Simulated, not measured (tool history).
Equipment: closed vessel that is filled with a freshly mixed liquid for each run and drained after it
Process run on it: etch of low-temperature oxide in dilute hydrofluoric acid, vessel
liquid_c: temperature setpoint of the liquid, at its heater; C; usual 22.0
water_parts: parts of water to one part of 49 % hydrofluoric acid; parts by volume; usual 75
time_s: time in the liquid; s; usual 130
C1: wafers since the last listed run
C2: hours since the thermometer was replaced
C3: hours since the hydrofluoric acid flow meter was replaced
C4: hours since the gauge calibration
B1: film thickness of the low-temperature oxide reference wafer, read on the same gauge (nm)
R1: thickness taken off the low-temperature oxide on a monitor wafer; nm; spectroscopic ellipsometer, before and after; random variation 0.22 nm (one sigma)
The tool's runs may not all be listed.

{"run": 1, "hour": 0.0, "liquid_c": 20.0, "water_parts": 75, "time_s": 130, "C1": 0, "C2": 1223.5, "C3": 753.1, "C4": 968.3, "B1": 119.99, "R1": 27.6}
{"hour": 41.9, "done": "thermometer replaced"}
{"run": 2, "hour": 94.2, "liquid_c": 20.0, "water_parts": 75, "time_s": 130, "C1": 7069, "C2": 52.3, "C3": 847.3, "C4": 1062.5, "B1": 119.99, "R1": 25.6}
{"run": 3, "hour": 155.8, "liquid_c": 20.0, "water_parts": 75, "time_s": 130, "C1": 4672, "C2": 113.9, "C3": 908.9, "C4": 1124.1, "B1": 119.98, "R1": 25.66}
{"run": 4, "hour": 196.4, "liquid_c": 22.0, "water_parts": 75, "time_s": 130, "C1": 3079, "C2": 154.5, "C3": 949.5, "C4": 1164.7, "B1": 120.0, "R1": 27.55}
{"run": 5, "hour": 250.3, "liquid_c": 22.0, "water_parts": 75, "time_s": 130, "C1": 4088, "C2": 208.4, "C3": 1003.4, "C4": 1218.6, "B1": 119.99, "R1": 27.72}
{"run": 6, "hour": 301.2, "liquid_c": 22.0, "water_parts": 75, "time_s": 130, "C1": 3860, "C2": 259.3, "C3": 1054.3, "C4": 1269.5, "B1": 120.0, "R1": 28.29}
{"run": 7, "hour": 394.3, "liquid_c": 22.0, "water_parts": 75, "time_s": 130, "C1": 7062, "C2": 352.4, "C3": 1147.4, "C4": 1362.6, "B1": 120.0, "R1": 28.17}
{"run": 8, "hour": 452.9, "liquid_c": 22.0, "water_parts": 75, "time_s": 130, "C1": 4445, "C2": 411.0, "C3": 1206.0, "C4": 1421.2, "B1": 119.98, "R1": 28.38}
{"run": 9, "hour": 528.6, "liquid_c": 22.0, "water_parts": 75, "time_s": 155, "C1": 5742, "C2": 486.7, "C3": 1281.7, "C4": 1496.9, "B1": 120.0, "R1": 34.01}
{"run": 10, "hour": 610.5, "liquid_c": 22.0, "water_parts": 75, "time_s": 155, "C1": 6212, "C2": 568.6, "C3": 1363.6, "C4": 1578.8, "B1": 119.98, "R1": 34.01}
{"run": 11, "hour": 683.8, "liquid_c": 22.0, "water_parts": 75, "time_s": 155, "C1": 5560, "C2": 641.9, "C3": 1436.9, "C4": 1652.1, "B1": 119.99, "R1": 34.18}
{"run": 12, "hour": 787.2, "liquid_c": 22.0, "water_parts": 75, "time_s": 180, "C1": 7843, "C2": 745.3, "C3": 1540.3, "C4": 1755.5, "B1": 119.99, "R1": 40.71}
{"run": 13, "hour": 892.8, "liquid_c": 22.0, "water_parts": 75, "time_s": 180, "C1": 8010, "C2": 850.9, "C3": 1645.9, "C4": 1861.1, "B1": 120.01, "R1": 40.66}
{"run": 14, "hour": 939.1, "liquid_c": 18.0, "water_parts": 75, "time_s": 80, "C1": 3512, "C2": 897.2, "C3": 1692.2, "C4": 1907.4, "B1": 120.03, "R1": 15.55}
{"run": 15, "hour": 1037.7, "liquid_c": 22.0, "water_parts": 65, "time_s": 195, "C1": 7479, "C2": 995.8, "C3": 1790.8, "C4": 2006.0, "B1": 120.0, "R1": 52.36}
{"hour": 1080.8, "done": "hydrofluoric acid flow meter replaced"}
{"run": 16, "hour": 1129.4, "liquid_c": 26.5, "water_parts": 40, "time_s": 60, "C1": 6880, "C2": 1087.5, "C3": 48.6, "C4": 2097.7, "B1": 120.03, "R1": 32.74}
{"hour": 1138.2, "done": "gauge calibrated"}
{"run": 17, "hour": 1198.8, "liquid_c": 17.5, "water_parts": 55, "time_s": 130, "C1": 5264, "C2": 1156.9, "C3": 118.0, "C4": 60.6, "B1": 119.99, "R1": 35.18}
{"run": 18, "hour": 1259.9, "liquid_c": 22.0, "water_parts": 75, "time_s": 130, "C1": 4634, "C2": 1218.0, "C3": 179.1, "C4": 121.7, "B1": 120.0, "R1": 30.49}
{"hour": 1282.2, "done": "thermometer replaced"}
{"run": 19, "hour": 1319.8, "liquid_c": 24.5, "water_parts": 105, "time_s": 130, "C1": 4467, "C2": 37.6, "C3": 239.0, "C4": 181.6, "B1": 120.01, "R1": 20.89}
{"run": 20, "hour": 1384.4, "liquid_c": 22.0, "water_parts": 45, "time_s": 180, "C1": 4900, "C2": 102.2, "C3": 303.6, "C4": 246.2, "B1": 120.02, "R1": 66.69}
{"run": 21, "hour": 1455.5, "liquid_c": 19.5, "water_parts": 50, "time_s": 190, "C1": 5393, "C2": 173.3, "C3": 374.7, "C4": 317.3, "B1": 120.01, "R1": 57.62}
{"run": 22, "hour": 1540.9, "liquid_c": 19.5, "water_parts": 50, "time_s": 190, "C1": 6477, "C2": 258.7, "C3": 460.1, "C4": 402.7, "B1": 120.02, "R1": 57.96}
{"run": 23, "hour": 1628.3, "liquid_c": 22.0, "water_parts": 55, "time_s": 210, "C1": 6629, "C2": 346.1, "C3": 547.5, "C4": 490.1, "B1": 119.99, "R1": 65.34}
{"run": 24, "hour": 1698.7, "liquid_c": 26.0, "water_parts": 75, "time_s": 130, "C1": 5340, "C2": 416.5, "C3": 617.9, "C4": 560.5, "B1": 120.02, "R1": 33.64}
{"run": 25, "hour": 1806.3, "liquid_c": 22.0, "water_parts": 50, "time_s": 70, "C1": 8161, "C2": 524.1, "C3": 725.5, "C4": 668.1, "B1": 119.97, "R1": 24.22}
{"run": 26, "hour": 1878.7, "liquid_c": 22.0, "water_parts": 85, "time_s": 95, "C1": 5491, "C2": 596.5, "C3": 797.9, "C4": 740.5, "B1": 120.02, "R1": 18.6}

4 ways to go on from here, each from the tool as it stands after run 26. What would each give?
{"run": "A", "hour": 1879.4, "liquid_c": 24.5, "water_parts": 75, "time_s": 130, "C1": 53, "C2": 597.2, "C3": 798.6, "C4": 741.2, "B1": "?", "R1": "?"}
{"run": "B", "hour": 1879.4, "liquid_c": 25.0, "water_parts": 50, "time_s": 130, "C1": 53, "C2": 597.2, "C3": 798.6, "C4": 741.2, "B1": "?", "R1": "?"}
{"run": "C", "hour": 1879.4, "liquid_c": 22.0, "water_parts": 110, "time_s": 130, "C1": 53, "C2": 597.2, "C3": 798.6, "C4": 741.2, "B1": "?", "R1": "?"}
{"run": "D", "hour": 1879.4, "liquid_c": 25.5, "water_parts": 75, "time_s": 130, "C1": 53, "C2": 597.2, "C3": 798.6, "C4": 741.2, "B1": "?", "R1": "?"}

run=A B1=119.97 R1=31.85
run=B B1=119.97 R1=50.46
run=C B1=119.97 R1=18.82
run=D B1=119.97 R1=33.14
With no hidden state in the tool, these same runs would have given:
run=A R1=29.82
run=B R1=47.19
run=C R1=17.63
run=D R1=31.04
